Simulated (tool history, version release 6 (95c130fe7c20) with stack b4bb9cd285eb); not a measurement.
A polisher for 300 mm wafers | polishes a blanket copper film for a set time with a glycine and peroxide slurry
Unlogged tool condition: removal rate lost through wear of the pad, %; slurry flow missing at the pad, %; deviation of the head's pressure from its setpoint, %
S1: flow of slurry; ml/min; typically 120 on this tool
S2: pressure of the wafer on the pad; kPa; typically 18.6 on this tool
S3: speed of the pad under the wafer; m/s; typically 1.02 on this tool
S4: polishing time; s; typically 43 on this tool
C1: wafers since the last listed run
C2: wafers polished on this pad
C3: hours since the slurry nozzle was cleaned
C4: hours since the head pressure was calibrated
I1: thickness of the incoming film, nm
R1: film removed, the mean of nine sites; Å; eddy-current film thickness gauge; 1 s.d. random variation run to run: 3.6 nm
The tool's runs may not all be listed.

run	hour	S1	S2	S3	S4	C1	C2	C3	C4	I1	R1
1	0	90	18.6	1.02	43	0	2754	81.5	498.4	1107.5	2397
2	51.7	90	18.6	1.02	43	511	3266	133.2	550.1	1112.5	2390
3	80.2	120	18.6	1.14	43	282	3548	161.7	578.6	1099.7	2932
# hour 121.7: worn pad replaced by a new one
4	133.5	120	18.6	1.14	43	487	117	215	631.9	1126.8	2844
5	187.2	120	18.6	1.02	43	531	648	268.7	685.6	1125.6	2620
6	253.3	120	18.6	1.02	43	654	1302	334.8	751.7	1114.2	2714
7	305.5	120	18.6	1.02	43	516	1819	387	803.9	1101.9	2613
8	363.3	120	18.6	1.02	43	572	2391	444.8	861.7	1108.5	2645
# hour 371.4: slurry nozzle cleaned
9	419.4	105	18.6	1.02	43	545	2936	48	917.8	1110.5	2608
# hour 433.8: head pressure recalibrated
10	467	105	18.6	1.02	43	451	3387	95.6	33.2	1093.5	2670
# hour 491.8: worn pad replaced by a new one
11	523.5	120	18.6	1.02	43	519	313	152.1	89.7	1110.5	2845
12	557.6	120	20.7	1.02	43	337	650	186.2	123.8	1103.5	2888
13	608.1	120	20.7	1.02	43	499	1150	236.7	174.3	1098.1	2905
14	651.1	120	20.7	1.02	43	425	1576	279.7	217.3	1132.2	2947
15	692.2	120	18.6	0.76	33	406	1982	320.8	258.4	1115.4	1777
# hour 735.5: head pressure recalibrated, repeated, since the last time left the tool worse
# hour 753.1: slurry nozzle cleaned
16	880.6	120	18.6	0.76	33	1834	3817	127.5	145.1	1113.1	1628
17	946.1	120	18.6	0.76	33	648	4465	193	210.6	1098	1656
# hour 977.3: worn pad replaced by a new one
18	996.3	120	14.5	0.86	43	457	187	243.2	260.8	1101	2149
19	1031.1	120	18.6	1.02	43	344	532	278	295.6	1101.9	2670
20	1082	120	18.6	1.02	43	503	1035	328.9	346.5	1114.9	2647
21	1151.9	85	15.9	1.18	56	691	1727	398.8	416.4	1101.3	3183
# hour 1190.5: slurry nozzle cleaned
22	1196.5	120	22.8	1.02	54	431	2159	6	461	1093.1	3692
23	1264.4	135	13.1	1.02	31	671	2831	73.9	528.9	1109.8	1656
24	1334.7	120	20.7	1.02	43	695	3526	144.2	599.2	1126.7	2840
# hour 1398.2: worn pad replaced by a new one
25	1398.7	130	18.6	1.02	43	593	5	208.2	663.2	1106.7	2632
26	1447.4	120	15.9	0.82	50	481	487	256.9	711.9	1123.1	2477
27	1484.5	120	18.6	1.02	43	367	854	294	749	1104.7	2686
28	1538.5	120	15.9	1.12	54	534	1388	348	803	1118.4	3348
# hour 1631.1: slurry nozzle cleaned
29	1651.7	90	18.6	1.02	57	1110	2499	20.6	916.2	1115.8	3197
30	1717.7	140	18.6	1.2	43	653	3152	86.6	982.2	1096.7	3079
31	1753.1	120	14.5	0.86	43	350	3502	122	1017.6	1107.7	2135
# hour 1771: head pressure recalibrated
32	1794.6	85	18.6	1.16	43	390	3893	163.5	23.6	1112.1	2557
# hour 1820: worn pad replaced by a new one
33	1841.1	120	14.5	1.02	49	420	208	210	70.1	1126.3	2637
34	1882	120	18.6	1.02	37	404	613	250.9	111	1113.1	2213
35	1951.1	120	18.6	0.7	43	683	1297	320	180.1	1126.9	2026
36	1979.8	105	24.1	1.34	30	284	1581	348.7	208.8	1124.2	2515
37	2016.8	80	20.7	1.02	43	366	1947	385.7	245.8	1119.9	2463
38	2085.4	120	21.4	1.02	43	678	2626	454.3	314.4	1111.2	2805

What if the next run were any one of these 3? Each begins from the tool's condition after run 38:
A	2085.8	120	18.6	1.02	43	3	2630	454.7	314.8	1115	?
B	2085.8	120	18.6	1.02	56	3	2630	454.7	314.8	1115	?
C	2085.8	120	18.6	1.02	47	3	2630	454.7	314.8	1115	?

run	R1
A	2618
B	3410
C	2862
Without the tool's unlogged condition, the same runs would have read:
run	R1
A	2568
B	3344
C	2806
